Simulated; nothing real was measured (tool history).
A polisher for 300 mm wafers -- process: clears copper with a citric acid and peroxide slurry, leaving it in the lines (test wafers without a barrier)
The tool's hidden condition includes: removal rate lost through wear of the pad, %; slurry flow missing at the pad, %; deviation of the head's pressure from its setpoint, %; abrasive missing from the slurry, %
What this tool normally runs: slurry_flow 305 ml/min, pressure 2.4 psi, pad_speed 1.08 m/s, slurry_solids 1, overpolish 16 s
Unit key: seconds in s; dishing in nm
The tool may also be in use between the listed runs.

run,day,slurry_flow,pressure,pad_speed,slurry_solids,overpolish,wafers since the last listed run,wafers polished on this pad,hours since the slurry nozzle was cleaned,hours since the head pressure was calibrated,hours since the slurry blender was calibrated,"incoming thickness of the incoming film, nm",seconds,dishing
1,0,305,2.4,0.78,1,16,0,1043,341.6,53.8,111.5,209.2,198.1,12.3
2,0.829,305,2.4,0.78,1,16,145,1189,361.5,73.7,131.4,210.3,199.7,12.1
3,1.588,305,2.4,1.08,1,11,133,1322,379.7,91.9,149.6,210.2,145,11.4
4,2.808,305,2.4,1.08,1,11,214,1536,409,121.2,178.9,214.2,147.9,11.3
# day 3.3: worn pad replaced by a new one
5,3.954,305,2.4,1.08,1,11,171,114,436.5,148.7,206.4,209.6,143.6,11.4
# day 4.788: head pressure recalibrated, repeated, since the last time left the tool worse
6,5.017,220,1.6,1.08,1.2,16,171,286,462,5.5,231.9,211.6,186.7,12.5
7,6.121,305,1.7,1.34,1,16,193,480,488.5,32,258.4,209.7,143.8,16.3
8,7.562,305,2.4,1.08,1,16,253,733,523.1,66.6,293,208.3,130.8,17.8
# day 7.667: slurry blender recalibrated
9,8.975,305,2.4,1.18,1,16,233,967,557,100.5,31.4,210.8,118.5,19.9
10,9.733,305,2.4,1.08,1,19,133,1100,575.2,118.7,49.6,207.7,127.7,20.9
11,10.529,305,2.9,1.08,1,16,139,1240,594.3,137.8,68.7,207.8,107.8,20.5
# day 11.775: worn pad replaced by a new one
12,11.796,305,2.9,1.08,1,16,193,3,624.7,168.2,99.1,207.8,109.3,21
13,12.4,305,2.8,0.7,1,22,106,109,639.2,182.7,113.6,209.6,170.2,18.9
14,12.975,390,1.7,1.2,1,13,100,210,653,196.5,127.4,211.8,162.5,11.8
15,13.483,305,2.4,1.08,1,16,89,299,665.2,208.7,139.6,209,131.6,17.7
# day 14.675: slurry nozzle cleaned
16,14.729,305,2.4,1.08,1,16,211,511,1.3,238.6,169.5,207.1,126.4,18.1
17,15.838,305,2,1.2,0.7,25,194,705,27.9,265.2,196.1,212.5,156.9,23
18,17.279,305,2.4,0.72,1,16,253,959,62.5,299.8,230.7,210.9,195.3,12.4
19,18.45,225,2.4,0.9,1,16,205,1164,90.6,327.9,258.8,211.5,160.7,14.5
# day 19.483: slurry blender recalibrated
20,19.888,235,2.4,0.72,1,19,237,1402,125.1,362.4,9.7,209.6,201.1,14.2
21,21.579,305,2.4,1.24,0.8,16,297,1699,165.7,403,50.3,205.8,118.1,18.7
# day 22.421: worn pad replaced by a new one
22,23.062,305,2.4,1.08,1,16,231,112,201.3,438.6,85.9,207.9,130.2,17.3
23,24.25,305,2.8,0.74,1.2,16,208,321,229.8,467.1,114.4,206.6,156.1,14.9
24,25.471,305,3.1,1.22,1,16,214,535,259.1,496.4,143.7,207.3,90.8,24.7
25,26.054,305,2.4,1.08,0.85,16,102,638,273.1,510.4,157.7,211.7,139.7,16.5
26,27.129,305,3,0.92,1,16,188,827,298.9,536.2,183.5,213.8,127.8,18.6
27,28.35,305,2.4,1.26,1,16,214,1041,328.2,565.5,212.8,210.4,115.1,20.4

Predict each of these 5 candidate next runs independently; none follows another, all start after run 27:
A,28.371,305,2.4,1.08,1,23,3,1045,328.7,566,213.3,210.4,?,?
B,28.371,245,2.7,1.38,1.2,16,3,1045,328.7,566,213.3,210.4,?,?
C,28.371,305,2.4,1.08,0.75,16,3,1045,328.7,566,213.3,210.4,?,?
D,28.371,305,1.8,1.08,1.1,16,3,1045,328.7,566,213.3,210.4,?,?
E,28.371,270,3.1,1.08,1,16,3,1045,328.7,566,213.3,210.4,?,?

run,seconds,dishing
A,134.6,24.2
B,92,24.6
C,144.2,16.5
D,173.8,13.8
E,105.9,21.9
The same runs, with their run-to-run variation unchanged, on a tool lacking any hidden condition would have given:
run,seconds,dishing
A,127.4,25.4
B,87.1,25.9
C,136.5,17.3
D,164.6,14.5
E,100.2,23
